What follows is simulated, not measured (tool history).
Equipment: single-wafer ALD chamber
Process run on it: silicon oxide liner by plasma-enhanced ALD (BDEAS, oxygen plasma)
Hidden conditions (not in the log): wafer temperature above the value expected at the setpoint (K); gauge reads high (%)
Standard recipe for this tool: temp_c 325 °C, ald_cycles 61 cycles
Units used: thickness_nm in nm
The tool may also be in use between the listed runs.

run,day,temp_c,ald_cycles,wafers since the last listed run,hours since the last thermocouple change,hours since the gauge calibration,"read-back reference wafer on the same gauge, thickness_nm",thickness_nm
1,0,325,61,0,476.6,1314.6,5.162,5.853
2,2.408,325,61,261,534.4,1372.4,5.164,5.85
3,5.208,325,61,304,601.6,1439.6,5.164,5.872
4,6.917,314,57,185,642.6,1480.6,5.158,5.569
5,9.338,329,61,262,700.7,1538.7,5.156,5.805
6,10.8,329,61,158,735.8,1573.8,5.163,5.842
7,13.629,329,61,307,803.7,1641.7,5.161,5.85
8,16.162,325,61,275,864.5,1702.5,5.158,5.866
9,17.804,325,61,178,903.9,1741.9,5.161,5.866
10,20.5,325,61,292,968.6,1806.6,5.161,5.862
# day 21.558: gauge calibrated
11,23.179,333,61,291,1032.9,38.9,5.16,5.808
12,25.458,333,61,247,1087.6,93.6,5.161,5.826
13,28.367,325,61,315,1157.4,163.4,5.162,5.88
14,36.821,315,61,918,1360.3,366.3,5.158,5.956
15,39.2,313,58,258,1417.4,423.4,5.158,5.673
16,40.538,336,61,145,1449.5,455.5,5.161,5.809
17,44.204,317,53,398,1537.5,543.5,5.163,5.147
18,45.504,320,67,141,1568.7,574.7,5.157,6.476
19,48.438,316,61,318,1639.1,645.1,5.158,5.951
20,49.45,330,61,109,1663.4,669.4,5.155,5.821
21,50.571,325,61,121,1690.3,696.3,5.161,5.873
22,53.2,321,65,285,1753.4,759.4,5.166,6.282
# day 53.771: thermocouple changed; heater temperature recalibrated
23,58.058,321,61,491,102.9,876,5.162,5.914

Forecast run 24:
24,60.488,336,52,263,161.2,934.3,?,?

{"run 24": {"read-back reference wafer on the same gauge, thickness_nm": 5.162, "thickness_nm": 4.947}}
Take away the tool's hidden state, keep the run-to-run variation as it was, and the same run would have given thickness_nm 4.947 nm.

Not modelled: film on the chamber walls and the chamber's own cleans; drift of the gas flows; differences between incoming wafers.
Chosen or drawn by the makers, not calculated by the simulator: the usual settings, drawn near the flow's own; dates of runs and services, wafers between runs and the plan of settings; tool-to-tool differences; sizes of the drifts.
